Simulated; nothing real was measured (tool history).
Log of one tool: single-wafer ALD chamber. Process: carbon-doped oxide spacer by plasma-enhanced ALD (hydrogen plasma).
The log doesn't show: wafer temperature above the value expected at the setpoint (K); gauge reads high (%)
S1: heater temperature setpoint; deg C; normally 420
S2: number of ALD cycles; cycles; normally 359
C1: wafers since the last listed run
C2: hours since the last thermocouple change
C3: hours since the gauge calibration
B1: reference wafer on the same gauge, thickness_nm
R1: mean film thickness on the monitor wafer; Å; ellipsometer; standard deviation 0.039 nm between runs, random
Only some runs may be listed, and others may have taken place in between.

run	hour	S1	S2	C1	C2	C3	B1	R1
1	0.0	409	389	0	1756.8	67.4	17.609	175.25
2	25.6	420	359	19	1782.4	93.0	17.651	155.90
3	56.6	420	359	23	1813.4	124.0	17.684	156.62
4	71.2	420	359	10	1828.0	138.6	17.687	156.74
5	94.4	409	359	17	1851.2	161.8	17.688	162.97
6	113.0	409	359	13	1869.8	180.4	17.719	162.69
7	139.2	420	359	19	1896.0	206.6	17.740	157.13
8	155.3	420	359	11	1912.1	222.7	17.762	158.23
# hour 213.0: thermocouple changed; heater temperature recalibrated
9	219.6	420	359	41	6.6	287.0	17.765	157.00
10	244.0	420	359	18	31.0	311.4	17.790	157.30
11	265.9	420	359	16	52.9	333.3	17.778	157.46
12	300.4	420	359	25	87.4	367.8	17.795	157.63
13	315.6	420	359	11	102.6	383.0	17.804	157.69
14	336.4	425	384	15	123.4	403.8	17.814	165.40
15	364.8	420	359	21	151.8	432.2	17.811	157.76
16	379.5	411	426	10	166.5	446.9	17.820	192.89
17	392.2	420	301	9	179.2	459.6	17.803	132.31
18	412.7	426	315	15	199.7	480.1	17.803	135.03

Run 19, settings as shown, results not yet in. Your forecast:
# hour 431.2: gauge calibrated
19	435.8	408	337	17	222.8	4.6	?	?

Run 19 measured B1 17.474, R1 151.59 Å.
With no hidden state in the tool, this same run would have given R1 151.74 Å.
